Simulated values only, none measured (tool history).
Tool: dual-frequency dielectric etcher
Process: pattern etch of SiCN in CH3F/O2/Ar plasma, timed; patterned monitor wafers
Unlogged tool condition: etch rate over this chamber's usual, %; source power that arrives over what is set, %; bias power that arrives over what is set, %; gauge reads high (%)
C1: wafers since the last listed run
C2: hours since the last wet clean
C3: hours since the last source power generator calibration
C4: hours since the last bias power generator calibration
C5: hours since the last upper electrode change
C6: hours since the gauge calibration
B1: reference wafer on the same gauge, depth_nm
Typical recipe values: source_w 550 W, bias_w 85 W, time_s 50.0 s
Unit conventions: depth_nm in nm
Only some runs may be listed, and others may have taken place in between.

Run 1, hour 0.0: usual settings but time_s 57.0 s; C1 0; C2 449.0; C3 4637.3; C4 4652.2; C5 1782.5; C6 134.2; B1 23.82. Result: depth_nm 27.00 nm.
Run 2, hour 14.5: usual settings but time_s 57.0 s; C1 224; C2 463.5; C3 4651.8; C4 4666.7; C5 1797.0; C6 148.7; B1 23.80. Result: depth_nm 27.15 nm.
Run 3, hour 32.3: usual settings but source_w 440 W, time_s 56.0 s; C1 275; C2 481.3; C3 4669.6; C4 4684.5; C5 1814.8; C6 166.5; B1 23.83. Result: depth_nm 24.63 nm.
Run 4, hour 41.1: usual settings but source_w 440 W, time_s 56.0 s; C1 136; C2 490.1; C3 4678.4; C4 4693.3; C5 1823.6; C6 175.3; B1 23.80. Result: depth_nm 24.68 nm.
Run 5, hour 55.8: usual settings but source_w 440 W, time_s 56.0 s; C1 227; C2 504.8; C3 4693.1; C4 4708.0; C5 1838.3; C6 190.0; B1 23.79. Result: depth_nm 24.56 nm.
At hour 77.2: gauge calibrated.
At hour 89.6: wet clean of the chamber.
Run 6, hour 90.1: usual settings; C1 159; C2 0.5; C3 4727.4; C4 4742.3; C5 1872.6; C6 12.9; B1 23.81. Result: depth_nm 23.92 nm.
Run 7, hour 90.4: usual settings but bias_w 79 W, time_s 55.5 s; C1 4; C2 0.8; C3 4727.7; C4 4742.6; C5 1872.9; C6 13.2; B1 23.81. Result: depth_nm 25.71 nm.
Run 8, hour 93.0: usual settings but bias_w 79 W, time_s 55.5 s; C1 40; C2 3.4; C3 4730.3; C4 4745.2; C5 1875.5; C6 15.8; B1 23.80. Result: depth_nm 25.69 nm.
Run 9, hour 108.9: usual settings but bias_w 79 W, time_s 55.5 s; C1 246; C2 19.3; C3 4746.2; C4 4761.1; C5 1891.4; C6 31.7; B1 23.80. Result: depth_nm 25.69 nm.
At hour 123.0: source power generator calibrated.
Run 10, hour 123.5: usual settings; C1 164; C2 33.9; C3 0.5; C4 4775.7; C5 1906.0; C6 46.3; B1 23.81. Result: depth_nm 23.76 nm.
At hour 152.8: upper electrode replaced.
Run 11, hour 153.3: usual settings; C1 89; C2 63.7; C3 30.3; C4 4805.5; C5 0.5; C6 76.1; B1 23.80. Result: depth_nm 23.84 nm.
Run 12, hour 153.6: usual settings; C1 4; C2 64.0; C3 30.6; C4 4805.8; C5 0.8; C6 76.4; B1 23.80. Result: depth_nm 23.77 nm.
At hour 165.3: bias power generator calibrated.
Run 13, hour 165.8: usual settings but source_w 510 W, time_s 55.5 s; C1 127; C2 76.2; C3 42.8; C4 0.5; C5 13.0; C6 88.6; B1 23.79. Result: depth_nm 25.77 nm.
Run 14, hour 168.1: usual settings but source_w 690 W, bias_w 103 W, time_s 44.0 s; C1 35; C2 78.5; C3 45.1; C4 2.8; C5 15.3; C6 90.9; B1 23.80. Result: depth_nm 24.31 nm.
Run 15, hour 174.9: usual settings; C1 105; C2 85.3; C3 51.9; C4 9.6; C5 22.1; C6 97.7; B1 23.77. Result: depth_nm 23.76 nm.
Run 16, hour 182.5: usual settings but time_s 44.5 s; C1 117; C2 92.9; C3 59.5; C4 17.2; C5 29.7; C6 105.3; B1 23.80. Result: depth_nm 21.13 nm.
Run 17, hour 192.5: usual settings but source_w 420 W, bias_w 99 W, time_s 43.5 s; C1 154; C2 102.9; C3 69.5; C4 27.2; C5 39.7; C6 115.3; B1 23.82. Result: depth_nm 19.90 nm.
Run 18, hour 202.0: usual settings but source_w 660 W; C1 147; C2 112.4; C3 79.0; C4 36.7; C5 49.2; C6 124.8; B1 23.78. Result: depth_nm 25.36 nm.
Run 19, hour 210.9: usual settings; C1 137; C2 121.3; C3 87.9; C4 45.6; C5 58.1; C6 133.7; B1 23.79. Result: depth_nm 23.81 nm.
Run 20, hour 228.0: usual settings but source_w 440 W, time_s 61.0 s; C1 264; C2 138.4; C3 105.0; C4 62.7; C5 75.2; C6 150.8; B1 23.80. Result: depth_nm 26.87 nm.

Each row is a separate what-if for the run after 20, all from the same tool condition, not one after another. Results?
Run A, hour 228.4: usual settings but bias_w 70 W; C1 6; C2 138.8; C3 105.4; C4 63.1; C5 75.6; C6 151.2; B1 ?. Result: depth_nm ?.
Run B, hour 228.4: usual settings but bias_w 74 W, time_s 41.0 s; C1 6; C2 138.8; C3 105.4; C4 63.1; C5 75.6; C6 151.2; B1 ?. Result: depth_nm ?.
Run C, hour 228.4: usual settings but source_w 470 W, bias_w 77 W, time_s 54.5 s; C1 6; C2 138.8; C3 105.4; C4 63.1; C5 75.6; C6 151.2; B1 ?. Result: depth_nm ?.
Run D, hour 228.4: usual settings but source_w 500 W, bias_w 72 W; C1 6; C2 138.8; C3 105.4; C4 63.1; C5 75.6; C6 151.2; B1 ?. Result: depth_nm ?.

run     B1  depth_nm
  A  23.78     22.20
  B  23.78     18.56
  C  23.78     23.65
  D  23.78     21.66
With the hidden condition removed and each run's random variation left untouched, the same runs would have given:
run  depth_nm
  A     22.20
  B     18.56
  C     23.65
  D     21.66
